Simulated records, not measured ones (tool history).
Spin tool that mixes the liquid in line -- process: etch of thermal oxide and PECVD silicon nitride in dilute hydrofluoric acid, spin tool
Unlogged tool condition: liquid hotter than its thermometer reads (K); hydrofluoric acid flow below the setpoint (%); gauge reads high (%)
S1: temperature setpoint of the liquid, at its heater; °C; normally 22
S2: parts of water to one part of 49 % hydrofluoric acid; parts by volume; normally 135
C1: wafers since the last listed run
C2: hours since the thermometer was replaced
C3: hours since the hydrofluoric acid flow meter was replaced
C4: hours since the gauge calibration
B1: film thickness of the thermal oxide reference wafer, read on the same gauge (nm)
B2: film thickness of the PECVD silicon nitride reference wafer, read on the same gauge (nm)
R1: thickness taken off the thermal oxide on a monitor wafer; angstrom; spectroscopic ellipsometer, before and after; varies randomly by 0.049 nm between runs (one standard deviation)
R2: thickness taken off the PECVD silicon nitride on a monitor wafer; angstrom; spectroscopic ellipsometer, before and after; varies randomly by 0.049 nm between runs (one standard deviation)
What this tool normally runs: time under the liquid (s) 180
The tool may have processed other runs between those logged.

Run 1, hour 0: usual settings but S2 115 parts by volume, time under the liquid (s) 240; C1 0; C2 1124.4; C3 766.5; C4 376.3; B1 109.99; B2 40. Result: R1 81.6 angstrom, R2 79.6 angstrom.
Run 2, hour 25.5: usual settings but S2 115 parts by volume, time under the liquid (s) 240; C1 186; C2 1149.9; C3 792; C4 401.8; B1 109.97; B2 40.02. Result: R1 81.7 angstrom, R2 79.5 angstrom.
Run 3, hour 50.1: usual settings; C1 179; C2 1174.5; C3 816.6; C4 426.4; B1 110.01; B2 39.99. Result: R1 49.4 angstrom, R2 50.3 angstrom.
Run 4, hour 67.4: usual settings but S2 90 parts by volume; C1 126; C2 1191.8; C3 833.9; C4 443.7; B1 110; B2 39.99. Result: R1 80.4 angstrom, R2 74.1 angstrom.
Run 5, hour 90: usual settings but S2 90 parts by volume; C1 165; C2 1214.4; C3 856.5; C4 466.3; B1 109.98; B2 39.99. Result: R1 80.4 angstrom, R2 74.4 angstrom.
Run 6, hour 124.7: usual settings; C1 253; C2 1249.1; C3 891.2; C4 501; B1 110; B2 40. Result: R1 49.2 angstrom, R2 49.5 angstrom.
Run 7, hour 158.6: usual settings; C1 247; C2 1283; C3 925.1; C4 534.9; B1 110.03; B2 39.97. Result: R1 50 angstrom, R2 49.8 angstrom.
Run 8, hour 170.9: usual settings; C1 89; C2 1295.3; C3 937.4; C4 547.2; B1 110.02; B2 39.99. Result: R1 50.4 angstrom, R2 50 angstrom.
Run 9, hour 190.6: usual settings; C1 144; C2 1315; C3 957.1; C4 566.9; B1 109.98; B2 40. Result: R1 50.1 angstrom, R2 50 angstrom.
Run 10, hour 210.5: usual settings; C1 145; C2 1334.9; C3 977; C4 586.8; B1 109.99; B2 40.01. Result: R1 49.3 angstrom, R2 50.3 angstrom.
Run 11, hour 243.5: usual settings but S1 25.5 °C, S2 70 parts by volume, time under the liquid (s) 120; C1 241; C2 1367.9; C3 1010; C4 619.8; B1 109.99; B2 39.99. Result: R1 78.4 angstrom, R2 79.6 angstrom.
Run 12, hour 265.2: usual settings; C1 158; C2 1389.6; C3 1031.7; C4 641.5; B1 109.99; B2 40.01. Result: R1 49.9 angstrom, R2 49.8 angstrom.
Run 13, hour 290.2: usual settings but S1 19 °C; C1 182; C2 1414.6; C3 1056.7; C4 666.5; B1 110.04; B2 39.99. Result: R1 43.7 angstrom, R2 41.3 angstrom.
Run 14, hour 307: usual settings; C1 122; C2 1431.4; C3 1073.5; C4 683.3; B1 109.97; B2 40. Result: R1 49.6 angstrom, R2 49.8 angstrom.
Run 15, hour 324.7: usual settings but S1 18 °C; C1 129; C2 1449.1; C3 1091.2; C4 701; B1 109.99; B2 40. Result: R1 41.9 angstrom, R2 37.9 angstrom.
At hour 338.6: hydrofluoric acid flow meter replaced.
Run 16, hour 339: usual settings but S1 18.5 °C, S2 185 parts by volume, time under the liquid (s) 125; C1 97; C2 1463.4; C3 0.4; C4 715.3; B1 109.98; B2 40.02. Result: R1 22.3 angstrom, R2 21 angstrom.
Run 17, hour 356.2: usual settings but S1 18 °C, S2 75 parts by volume, time under the liquid (s) 115; C1 125; C2 1480.6; C3 17.6; C4 732.5; B1 110; B2 40. Result: R1 55.4 angstrom, R2 45.7 angstrom.
Run 18, hour 377.2: usual settings but S1 23.5 °C, time under the liquid (s) 80; C1 153; C2 1501.6; C3 38.6; C4 753.5; B1 109.98; B2 40.01. Result: R1 25.1 angstrom, R2 26 angstrom.
Run 19, hour 402.4: usual settings but S2 200 parts by volume; C1 184; C2 1526.8; C3 63.8; C4 778.7; B1 109.99; B2 40.01. Result: R1 33.4 angstrom, R2 35.8 angstrom.
At hour 407.6: gauge calibrated.
Run 20, hour 418.8: usual settings but time under the liquid (s) 85; C1 119; C2 1543.2; C3 80.2; C4 11.2; B1 110.01; B2 39.97. Result: R1 25.2 angstrom, R2 25 angstrom.
Run 21, hour 448: usual settings but S2 115 parts by volume; C1 213; C2 1572.4; C3 109.4; C4 40.4; B1 109.99; B2 40.03. Result: R1 63 angstrom, R2 60.9 angstrom.
Run 22, hour 472: usual settings but S1 18 °C, S2 75 parts by volume, time under the liquid (s) 115; C1 175; C2 1596.4; C3 133.4; C4 64.4; B1 109.96; B2 39.99. Result: R1 54.6 angstrom, R2 44.7 angstrom.
Run 23, hour 504.7: usual settings but time under the liquid (s) 245; C1 239; C2 1629.1; C3 166.1; C4 97.1; B1 110.01; B2 39.99. Result: R1 71.6 angstrom, R2 71.9 angstrom.
At hour 510.5: thermometer replaced.
Run 24, hour 601.6: usual settings but S1 26.5 °C, S2 85 parts by volume, time under the liquid (s) 80; C1 701; C2 91.1; C3 263; C4 194; B1 109.99; B2 40.01. Result: R1 47.1 angstrom, R2 48.1 angstrom.
Run 25, hour 629.3: usual settings but S1 18 °C, time under the liquid (s) 125; C1 202; C2 118.8; C3 290.7; C4 221.7; B1 110.01; B2 40. Result: R1 30.9 angstrom, R2 27.4 angstrom.
Run 26, hour 650.1: usual settings but S2 115 parts by volume, time under the liquid (s) 240; C1 152; C2 139.6; C3 311.5; C4 242.5; B1 110.03; B2 39.99. Result: R1 83.6 angstrom, R2 81.3 angstrom.
Run 27, hour 670.3: usual settings but S2 80 parts by volume; C1 147; C2 159.8; C3 331.7; C4 262.7; B1 109.96; B2 40. Result: R1 93.5 angstrom, R2 85.3 angstrom.

Below are 3 alternative next runs, each starting from the tool's condition after run 27. Predict each:
Run A, hour 670.8: usual settings; C1 3; C2 160.3; C3 332.2; C4 263.2; B1 ?; B2 ?. Result: R1 ?, R2 ?.
Run B, hour 670.8: usual settings but S2 105 parts by volume, time under the liquid (s) 115; C1 3; C2 160.3; C3 332.2; C4 263.2; B1 ?; B2 ?. Result: R1 ?, R2 ?.
Run C, hour 670.8: usual settings but S1 18 °C, S2 70 parts by volume, time under the liquid (s) 85; C1 3; C2 160.3; C3 332.2; C4 263.2; B1 ?; B2 ?. Result: R1 ?, R2 ?.

run      B1     B2    R1    R2
  A  109.98  40.02  51.6  52.3
  B  109.98  40.02  43.9  42.8
  C  109.98  40.02    43  35.7
Without the tool's unlogged condition, the same runs would have read:
run    R1    R2
  A  53.4  53.8
  B  45.3    44
  C  44.3  36.8
